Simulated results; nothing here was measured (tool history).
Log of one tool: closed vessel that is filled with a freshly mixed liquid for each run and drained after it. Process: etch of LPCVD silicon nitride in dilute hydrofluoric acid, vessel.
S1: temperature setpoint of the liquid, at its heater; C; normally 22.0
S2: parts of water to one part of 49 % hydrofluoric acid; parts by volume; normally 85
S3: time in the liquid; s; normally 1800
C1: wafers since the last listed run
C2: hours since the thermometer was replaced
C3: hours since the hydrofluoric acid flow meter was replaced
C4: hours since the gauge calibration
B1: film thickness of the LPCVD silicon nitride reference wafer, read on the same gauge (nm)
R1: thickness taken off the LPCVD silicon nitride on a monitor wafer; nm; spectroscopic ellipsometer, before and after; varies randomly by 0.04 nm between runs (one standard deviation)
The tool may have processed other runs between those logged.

| run | hour | S1 | S2 | S3 | C1 | C2 | C3 | C4 | B1 | R1 |
|---|---|---|---|---|---|---|---|---|---|---|
| 1 | 0.0 | 19.5 | 85 | 1800 | 0 | 2107.3 | 364.7 | 1152.6 | 83.44 | 7.15 |
|  | 24.6 | gauge calibrated |
| 2 | 25.9 | 19.5 | 85 | 1800 | 716 | 2133.2 | 390.6 | 1.3 | 79.35 | 6.71 |
| 3 | 63.0 | 19.5 | 85 | 1800 | 1027 | 2170.3 | 427.7 | 38.4 | 79.68 | 6.80 |
| 4 | 105.7 | 22.0 | 85 | 1800 | 1182 | 2213.0 | 470.4 | 81.1 | 80.01 | 8.04 |
| 5 | 149.8 | 22.0 | 85 | 1800 | 1220 | 2257.1 | 514.5 | 125.2 | 80.35 | 8.11 |
| 6 | 221.5 | 22.0 | 85 | 1800 | 1984 | 2328.8 | 586.2 | 196.9 | 80.87 | 8.13 |
| 7 | 248.9 | 22.0 | 85 | 1800 | 758 | 2356.2 | 613.6 | 224.3 | 81.01 | 8.17 |
| 8 | 300.8 | 22.0 | 85 | 1800 | 1436 | 2408.1 | 665.5 | 276.2 | 81.24 | 8.16 |
| 9 | 332.1 | 22.0 | 85 | 2450 | 866 | 2439.4 | 696.8 | 307.5 | 81.44 | 11.23 |
| 10 | 364.2 | 22.0 | 85 | 1800 | 888 | 2471.5 | 728.9 | 339.6 | 81.64 | 8.28 |
| 11 | 398.6 | 22.0 | 85 | 1800 | 952 | 2505.9 | 763.3 | 374.0 | 81.72 | 8.26 |
| 12 | 469.8 | 22.0 | 85 | 1800 | 1971 | 2577.1 | 834.5 | 445.2 | 82.02 | 8.21 |
| 13 | 520.3 | 22.0 | 110 | 1800 | 1398 | 2627.6 | 885.0 | 495.7 | 82.13 | 6.45 |
| 14 | 547.3 | 26.0 | 85 | 1800 | 747 | 2654.6 | 912.0 | 522.7 | 82.22 | 10.79 |
| 15 | 583.2 | 26.0 | 60 | 970 | 993 | 2690.5 | 947.9 | 558.6 | 82.34 | 8.14 |
|  | 586.8 | thermometer replaced |
| 16 | 627.9 | 18.0 | 85 | 870 | 1209 | 41.1 | 992.6 | 603.3 | 82.44 | 3.05 |
| 17 | 653.4 | 25.5 | 110 | 1800 | 705 | 66.6 | 1018.1 | 628.8 | 82.50 | 8.09 |
| 18 | 708.8 | 22.0 | 85 | 1800 | 1533 | 122.0 | 1073.5 | 684.2 | 82.58 | 8.22 |
| 19 | 767.9 | 22.0 | 85 | 1800 | 1636 | 181.1 | 1132.6 | 743.3 | 82.69 | 8.39 |
|  | 838.7 | hydrofluoric acid flow meter replaced |
| 20 | 932.0 | 22.0 | 120 | 770 | 4515 | 345.2 | 93.3 | 907.4 | 82.89 | 2.54 |
| 21 | 965.3 | 27.0 | 120 | 1800 | 921 | 378.5 | 126.6 | 940.7 | 82.93 | 8.19 |
| 22 | 1005.8 | 19.5 | 45 | 810 | 1121 | 419.0 | 167.1 | 981.2 | 83.00 | 5.91 |
| 23 | 1065.4 | 22.0 | 55 | 1800 | 1649 | 478.6 | 226.7 | 1040.8 | 83.07 | 12.76 |
|  | 1079.6 | gauge calibrated |
| 24 | 1111.8 | 22.0 | 85 | 1800 | 1284 | 525.0 | 273.1 | 32.2 | 80.09 | 8.05 |
| 25 | 1174.7 | 20.0 | 70 | 1525 | 1741 | 587.9 | 336.0 | 95.1 | 80.60 | 7.23 |
| 26 | 1242.1 | 23.5 | 70 | 2470 | 1865 | 655.3 | 403.4 | 162.5 | 81.12 | 14.95 |
| 27 | 1298.5 | 22.0 | 100 | 1800 | 1561 | 711.7 | 459.8 | 218.9 | 81.38 | 7.05 |
| 28 | 1323.3 | 24.5 | 85 | 1800 | 686 | 736.5 | 484.6 | 243.7 | 81.54 | 9.74 |
| 29 | 1389.8 | 22.0 | 85 | 1800 | 1840 | 803.0 | 551.1 | 310.2 | 81.92 | 8.35 |
| 30 | 1417.4 | 25.5 | 85 | 850 | 764 | 830.6 | 578.7 | 337.8 | 82.10 | 4.89 |
| 31 | 1468.0 | 17.5 | 85 | 1800 | 1400 | 881.2 | 629.3 | 388.4 | 82.21 | 6.07 |
| 32 | 1510.7 | 18.0 | 60 | 1800 | 1182 | 923.9 | 672.0 | 431.1 | 82.42 | 8.83 |

For some of the steps in R1 from one run to the next: how much would appear even if the tool had no hidden state, given the settings, what came in and random variation, and how much remains for the hidden state plus any gauge scatter that the measured result and the result without hidden state don't share?
Hidden state present: liquid colder than its thermometer reads (K); hydrofluoric acid flow below the setpoint (%); gauge reads high (%).
Run 1 -> 2: gauge calibrated. R1 -0.44 nm: hidden state -0.35, all else -0.09.
Run 22 -> 23: S1 19.5 -> 22.0, S2 45 -> 55, S3 810 -> 1800. R1 +6.85 nm: hidden state +0.25, all else +6.60.
Run 23 -> 24: S2 55 -> 85, gauge calibrated. R1 -4.71 nm: hidden state -0.46, all else -4.25.
Run 25 -> 26: S1 20.0 -> 23.5, S3 1525 -> 2470. R1 +7.72 nm: hidden state +0.14, all else +7.58.
Run 26 -> 27: S1 23.5 -> 22.0, S2 70 -> 100, S3 2470 -> 1800. R1 -7.90 nm: hidden state -0.07, all else -7.83.
